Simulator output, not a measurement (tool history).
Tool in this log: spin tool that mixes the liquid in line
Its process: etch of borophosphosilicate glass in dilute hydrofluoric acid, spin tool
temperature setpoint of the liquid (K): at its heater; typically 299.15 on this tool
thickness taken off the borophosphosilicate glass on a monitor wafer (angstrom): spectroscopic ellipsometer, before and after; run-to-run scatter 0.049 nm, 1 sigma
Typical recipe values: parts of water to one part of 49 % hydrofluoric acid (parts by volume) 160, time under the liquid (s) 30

| run | hour | temperature setpoint of the liquid (K) | parts of water to one part of 49 % hydrofluoric acid (parts by volume) | time under the liquid (s) | read-back film thickness of the borophosphosilicate glass reference wafer, read on the same gauge (nm) | thickness taken off the borophosphosilicate glass on a monitor wafer (angstrom) |
|---|---|---|---|---|---|---|
| 1 | 0.0 | 299.15 | 140 | 30 | 140.00 | 135.8 |
| 2 | 33.6 | 299.15 | 140 | 30 | 139.99 | 135.1 |
| 3 | 74.6 | 299.15 | 160 | 30 | 140.00 | 116.7 |
|  | 77.4 | gauge calibrated |
| 4 | 158.3 | 299.15 | 160 | 30 | 139.99 | 117.4 |
| 5 | 183.0 | 299.15 | 190 | 30 | 139.99 | 96.1 |
| 6 | 250.9 | 299.15 | 190 | 30 | 139.99 | 95.5 |
| 7 | 312.3 | 299.15 | 160 | 30 | 140.01 | 119.3 |
|  | 453.9 | hydrofluoric acid flow meter replaced |
|  | 462.1 | thermometer replaced |
| 8 | 478.2 | 299.15 | 160 | 30 | 139.99 | 107.7 |
| 9 | 511.2 | 299.15 | 160 | 30 | 140.03 | 108.7 |
| 10 | 540.6 | 299.15 | 160 | 30 | 140.01 | 108.6 |
| 11 | 594.6 | 299.15 | 160 | 30 | 140.01 | 109.2 |
| 12 | 640.3 | 299.15 | 160 | 40 | 140.01 | 144.7 |
| 13 | 681.9 | 299.15 | 160 | 40 | 139.97 | 145.3 |
| 14 | 719.7 | 296.65 | 160 | 35 | 139.98 | 116.8 |
| 15 | 755.3 | 302.15 | 120 | 35 | 140.00 | 201.7 |
| 16 | 794.6 | 304.15 | 140 | 15 | 139.98 | 77.3 |
|  | 802.3 | gauge calibrated |
| 17 | 854.6 | 299.15 | 160 | 30 | 139.98 | 111.4 |
| 18 | 890.8 | 299.15 | 160 | 15 | 139.99 | 55.5 |
| 19 | 935.5 | 299.15 | 125 | 30 | 140.03 | 148.8 |
| 20 | 990.8 | 299.15 | 110 | 30 | 140.01 | 174.1 |
| 21 | 1025.0 | 301.15 | 100 | 15 | 140.01 | 105.2 |
| 22 | 1096.1 | 299.15 | 225 | 50 | 140.01 | 124.5 |
| 23 | 1124.5 | 300.65 | 160 | 15 | 139.98 | 60.0 |
| 24 | 1176.3 | 299.15 | 135 | 30 | 139.99 | 139.5 |
| 25 | 1208.2 | 299.15 | 160 | 30 | 139.99 | 114.4 |
| 26 | 1246.8 | 294.65 | 180 | 20 | 140.00 | 55.7 |
| 27 | 1283.4 | 299.15 | 160 | 15 | 139.97 | 57.4 |
| 28 | 1324.8 | 301.65 | 160 | 30 | 140.02 | 125.8 |

Consider 5 possible next runs. They are alternatives, not a sequence: every one starts from the tool as it was left by run 28. What does each give?
| A | 1325.2 | 299.15 | 160 | 30 | ? | ? |
| B | 1325.2 | 296.15 | 230 | 15 | ? | ? |
| C | 1325.2 | 299.15 | 215 | 30 | ? | ? |
| D | 1325.2 | 301.65 | 240 | 40 | ? | ? |
| E | 1325.2 | 294.65 | 105 | 50 | ? | ? |

| run | read-back film thickness of the borophosphosilicate glass reference wafer, read on the same gauge (nm) | thickness taken off the borophosphosilicate glass on a monitor wafer (angstrom) |
|---|---|---|
| A | 140.02 | 115.4 |
| B | 140.02 | 33.3 |
| C | 140.02 | 80.7 |
| D | 140.02 | 102.2 |
| E | 140.02 | 262.4 |
Stripped of hidden state, with their random variation kept, the same runs would have yielded:
| run | thickness taken off the borophosphosilicate glass on a monitor wafer (angstrom) |
|---|---|
| A | 107.3 |
| B | 31.0 |
| C | 75.0 |
| D | 95.1 |
| E | 244.1 |
